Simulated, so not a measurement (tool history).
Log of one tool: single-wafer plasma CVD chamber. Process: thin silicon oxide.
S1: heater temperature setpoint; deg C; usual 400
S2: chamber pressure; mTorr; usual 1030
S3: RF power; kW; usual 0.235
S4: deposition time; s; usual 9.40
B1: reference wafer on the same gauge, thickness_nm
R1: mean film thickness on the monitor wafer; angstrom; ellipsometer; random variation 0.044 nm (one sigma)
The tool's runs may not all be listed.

run 1 hour=0.0 | S1=400 S2=1030 S3=0.235 S4=9.40 | B1=21.118 | R1=190.78
run 2 hour=32.6 | S1=400 S2=1030 S3=0.235 S4=9.40 | B1=21.108 | R1=190.99
run 3 hour=65.4 | S1=397 S2=1030 S3=0.235 S4=9.40 | B1=21.076 | R1=191.83
run 4 hour=101.7 | S1=397 S2=1030 S3=0.235 S4=9.40 | B1=21.086 | R1=191.55
run 5 hour=156.6 | S1=400 S2=1030 S3=0.235 S4=9.40 | B1=21.095 | R1=191.00
run 6 hour=225.8 | S1=400 S2=1030 S3=0.235 S4=9.40 | B1=21.081 | R1=191.62
run 7 hour=291.0 | S1=400 S2=1030 S3=0.235 S4=9.40 | B1=21.096 | R1=191.64
run 8 hour=347.7 | S1=400 S2=1030 S3=0.235 S4=9.40 | B1=21.121 | R1=191.03
run 9 hour=391.0 | S1=400 S2=1030 S3=0.250 S4=9.40 | B1=21.093 | R1=196.82
run 10 hour=442.2 | S1=397 S2=1030 S3=0.235 S4=9.40 | B1=21.103 | R1=191.96
-- hour=470.7 capacitance manometer re-zeroed and calibrated
run 11 hour=475.4 | S1=412 S2=1030 S3=0.195 S4=9.40 | B1=21.094 | R1=174.36
-- hour=487.0 gauge calibrated
run 12 hour=547.0 | S1=405 S2=850 S3=0.235 S4=7.85 | B1=21.105 | R1=141.08
-- hour=578.8 RF generator calibrated
run 13 hour=602.5 | S1=400 S2=1030 S3=0.235 S4=8.13 | B1=21.095 | R1=165.27
-- hour=636.6 thermocouple changed; heater temperature recalibrated
run 14 hour=656.4 | S1=400 S2=1030 S3=0.235 S4=9.40 | B1=21.092 | R1=190.79
run 15 hour=710.3 | S1=400 S2=1030 S3=0.235 S4=9.40 | B1=21.097 | R1=190.87
-- hour=730.3 showerhead replaced
run 16 hour=772.6 | S1=400 S2=1030 S3=0.235 S4=9.40 | B1=21.079 | R1=190.91
run 17 hour=814.0 | S1=400 S2=1030 S3=0.200 S4=9.40 | B1=21.106 | R1=177.35
run 18 hour=867.8 | S1=400 S2=1030 S3=0.235 S4=10.38 | B1=21.090 | R1=211.30
run 19 hour=920.6 | S1=400 S2=1200 S3=0.215 S4=9.40 | B1=21.092 | R1=200.17

Forecast each of these 4 alternatives for the next run:
run A hour=921.0 | S1=400 S2=1030 S3=0.255 S4=9.40 | B1=? | R1=?
run B hour=921.0 | S1=394 S2=870 S3=0.210 S4=8.59 | B1=? | R1=?
run C hour=921.0 | S1=407 S2=1030 S3=0.200 S4=11.08 | B1=? | R1=?
run D hour=921.0 | S1=414 S2=1030 S3=0.235 S4=10.28 | B1=? | R1=?

run=A B1=21.113 R1=199.74
run=B B1=21.113 R1=151.30
run=C B1=21.113 R1=209.37
run=D B1=21.113 R1=208.77
Without the tool's hidden state the same runs would have given:
run=A R1=199.74
run=B R1=151.30
run=C R1=209.37
run=D R1=208.77

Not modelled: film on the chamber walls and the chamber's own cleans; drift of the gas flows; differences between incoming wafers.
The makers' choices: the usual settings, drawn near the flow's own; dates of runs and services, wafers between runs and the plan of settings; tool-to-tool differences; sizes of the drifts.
